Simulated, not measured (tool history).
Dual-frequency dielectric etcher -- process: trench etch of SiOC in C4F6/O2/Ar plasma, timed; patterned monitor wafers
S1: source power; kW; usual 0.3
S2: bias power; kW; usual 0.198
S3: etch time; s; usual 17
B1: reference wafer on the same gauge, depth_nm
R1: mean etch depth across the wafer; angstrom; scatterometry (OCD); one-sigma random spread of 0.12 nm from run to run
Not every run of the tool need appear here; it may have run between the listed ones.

| run | hour | S1 | S2 | S3 | B1 | R1 |
|---|---|---|---|---|---|---|
| 1 | 0 | 0.3 | 0.198 | 17 | 29.8 | 310.4 |
| 2 | 116 | 0.3 | 0.198 | 17 | 29.81 | 313.9 |
| 3 | 149.1 | 0.3 | 0.198 | 17 | 29.84 | 315 |
| 4 | 239.9 | 0.35 | 0.198 | 17 | 29.81 | 328.3 |
| 5 | 335.2 | 0.35 | 0.198 | 17 | 29.81 | 327 |
| 6 | 433.9 | 0.3 | 0.198 | 17 | 29.8 | 312.3 |
| 7 | 486.4 | 0.3 | 0.198 | 17 | 29.8 | 310.4 |
| 8 | 580.5 | 0.36 | 0.198 | 17 | 29.77 | 331.8 |
| 9 | 681.8 | 0.3 | 0.198 | 14.5 | 29.79 | 269.5 |
| 10 | 726.4 | 0.3 | 0.198 | 14.5 | 29.81 | 268.5 |
| 11 | 776.3 | 0.3 | 0.198 | 17 | 29.82 | 312.1 |
| 12 | 853.8 | 0.3 | 0.198 | 17 | 29.79 | 310.3 |
| 13 | 936.9 | 0.3 | 0.198 | 17 | 29.81 | 310.1 |
| 14 | 1046.2 | 0.3 | 0.209 | 17 | 29.79 | 319.1 |
| 15 | 1120.1 | 0.26 | 0.224 | 12.5 | 29.82 | 230.9 |
| 16 | 1185.4 | 0.26 | 0.235 | 13.5 | 29.77 | 253.4 |
| 17 | 1249.4 | 0.32 | 0.174 | 13 | 29.82 | 233.9 |
| 18 | 1310.7 | 0.25 | 0.198 | 20.5 | 29.82 | 354.7 |
| 19 | 1375.7 | 0.3 | 0.227 | 19.5 | 29.81 | 372.2 |
| 20 | 1471.5 | 0.3 | 0.171 | 20.5 | 29.78 | 363.5 |
| 21 | 1521.4 | 0.38 | 0.16 | 19.5 | 29.79 | 360.8 |
| 22 | 1600.3 | 0.3 | 0.217 | 17 | 29.82 | 322.8 |
| 23 | 1705.9 | 0.3 | 0.198 | 17 | 29.82 | 311.9 |
| 24 | 1768.5 | 0.3 | 0.198 | 17 | 29.8 | 312.9 |
| 25 | 1810.5 | 0.3 | 0.198 | 15.5 | 29.78 | 282.9 |
| 26 | 1897.3 | 0.3 | 0.198 | 17 | 29.8 | 312.8 |
| 27 | 1990.7 | 0.3 | 0.198 | 17 | 29.79 | 314.2 |
| 28 | 2071.4 | 0.27 | 0.198 | 17 | 29.78 | 304 |
| 29 | 2116 | 0.37 | 0.226 | 19 | 29.79 | 390.9 |

Between the runs listed above, the log contained 9 entries, not reproduced here. Where in the sequence does each belong, and how does what the log doesn't record of the tool's condition differ from the listed run before to the listed run after?
From run 1 to run 2: wet clean of the chamber (hour 115.5)
  etch rate over this chamber's usual, %: -1.4 -> -0.022
  measured minus no-state result, R1: -4.4 -> +0 angstrom
From run 7 to run 8: wet clean of the chamber (hour 574)
  etch rate over this chamber's usual, %: -1.31 -> 0.0618
  measured minus no-state result, R1: -4.2 -> +0.2 angstrom
From run 8 to run 9: source power generator calibrated (hour 643.5)
  etch rate over this chamber's usual, %: 0.0618 -> -0.291
  measured minus no-state result, R1: +0.2 -> -0.7 angstrom
From run 11 to run 12: upper electrode replaced (hour 850.1)
  etch rate over this chamber's usual, %: -0.62 -> -0.89
  measured minus no-state result, R1: -1.9 -> -2.8 angstrom
From run 13 to run 14: wet clean of the chamber (hour 1045.7)
  etch rate over this chamber's usual, %: -1.18 -> -0.0209
  measured minus no-state result, R1: -3.7 -> +0 angstrom
From run 14 to run 15: bias power generator calibrated (hour 1108)
  etch rate over this chamber's usual, %: -0.0209 -> -0.278
  measured minus no-state result, R1: +0 -> -0.6 angstrom
From run 18 to run 19: gauge calibrated (hour 1346.9)
  etch rate over this chamber's usual, %: -0.942 -> -1.17
  measured minus no-state result, R1: -3.4 -> -4.4 angstrom
From run 19 to run 20: wet clean of the chamber (hour 1471)
  etch rate over this chamber's usual, %: -1.17 -> 0.101
  measured minus no-state result, R1: -4.4 -> +0.4 angstrom
From run 26 to run 27: wet clean of the chamber (hour 1979.9)
  etch rate over this chamber's usual, %: -1.38 -> -0.0679
  measured minus no-state result, R1: -4.4 -> -0.2 angstrom
